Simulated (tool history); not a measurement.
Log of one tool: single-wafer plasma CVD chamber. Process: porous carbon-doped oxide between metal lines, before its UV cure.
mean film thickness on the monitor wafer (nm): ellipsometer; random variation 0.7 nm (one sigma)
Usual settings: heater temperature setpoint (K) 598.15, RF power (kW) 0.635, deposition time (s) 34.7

run	hour	heater temperature setpoint (K)	RF power (kW)	deposition time (s)	wafers since the last listed run	hours since the last thermocouple change	hours since the last RF generator calibration	hours since the showerhead was replaced	hours since the gauge calibration	read-back reference wafer on the same gauge, thickness_nm	mean film thickness on the monitor wafer (nm)
1	0.0	598.15	0.635	31.0	0	393.2	2287.6	3382.3	148.7	223.805	156.285
2	104.4	598.15	0.635	31.0	1353	497.6	2392.0	3486.7	253.1	224.303	156.203
3	208.3	598.15	0.635	31.0	1346	601.5	2495.9	3590.6	357.0	223.967	155.384
4	266.8	598.15	0.635	30.4	758	660.0	2554.4	3649.1	415.5	224.395	152.979
5	362.2	598.15	0.635	30.4	1236	755.4	2649.8	3744.5	510.9	223.815	151.983
6	421.2	598.15	0.690	34.7	764	814.4	2708.8	3803.5	569.9	223.879	184.417
# hour 481.7: RF generator calibrated
7	511.9	598.15	0.690	34.7	1072	905.1	30.2	3894.2	660.6	223.634	200.867
# hour 628.1: thermocouple changed; heater temperature recalibrated
8	815.4	598.15	0.635	34.7	3830	187.3	333.7	4197.7	964.1	223.964	185.260
# hour 859.7: showerhead replaced
9	867.3	587.15	0.550	38.7	569	239.2	385.6	7.6	1016.0	223.923	192.983
10	929.6	607.15	0.635	40.0	807	301.5	447.9	69.9	1078.3	224.308	200.037
11	991.6	606.15	0.520	36.9	803	363.5	509.9	131.9	1140.3	223.780	155.308
# hour 1006.8: gauge calibrated
12	1069.1	593.15	0.585	39.0	1004	441.0	587.4	209.4	62.3	224.287	197.618
13	1134.5	589.15	0.565	31.5	847	506.4	652.8	274.8	127.7	223.823	158.852
14	1213.7	613.15	0.635	34.7	1026	585.6	732.0	354.0	206.9	224.422	169.237
15	1255.4	598.15	0.635	34.7	540	627.3	773.7	395.7	248.6	223.955	183.127
16	1330.7	594.15	0.635	30.6	976	702.6	849.0	471.0	323.9	223.993	164.540

Hidden state at the last listed run before each entry between runs and at the first one after, where it differs:
Between runs 6 and 7: RF generator calibrated (hour 481.7)
  wafer temperature above the value expected at the setpoint (K): -1.39 -> -1.82; delivered RF power above the setpoint (%): -9.23 -> -0.611
  measured less the result without the state, mean film thickness on the monitor wafer (nm): -14.666 -> +1.001
Between runs 7 and 8: thermocouple changed; heater temperature recalibrated (hour 628.1)
  wafer temperature above the value expected at the setpoint (K): -1.82 -> 0.162; delivered RF power above the setpoint (%): -0.611 -> -1.56
  measured less the result without the state, mean film thickness on the monitor wafer (nm): +1.001 -> -2.717
Between runs 8 and 9: showerhead replaced (hour 859.7)
  wafer temperature above the value expected at the setpoint (K): 0.162 -> 0.101; delivered RF power above the setpoint (%): -1.56 -> -1.72
  measured less the result without the state, mean film thickness on the monitor wafer (nm): -2.717 -> -3.117
Between runs 11 and 12: gauge calibrated (hour 1006.8)
  wafer temperature above the value expected at the setpoint (K): -0.104 -> -0.275; delivered RF power above the setpoint (%): -2.11 -> -2.35
  measured less the result without the state, mean film thickness on the monitor wafer (nm): -2.933 -> -3.813
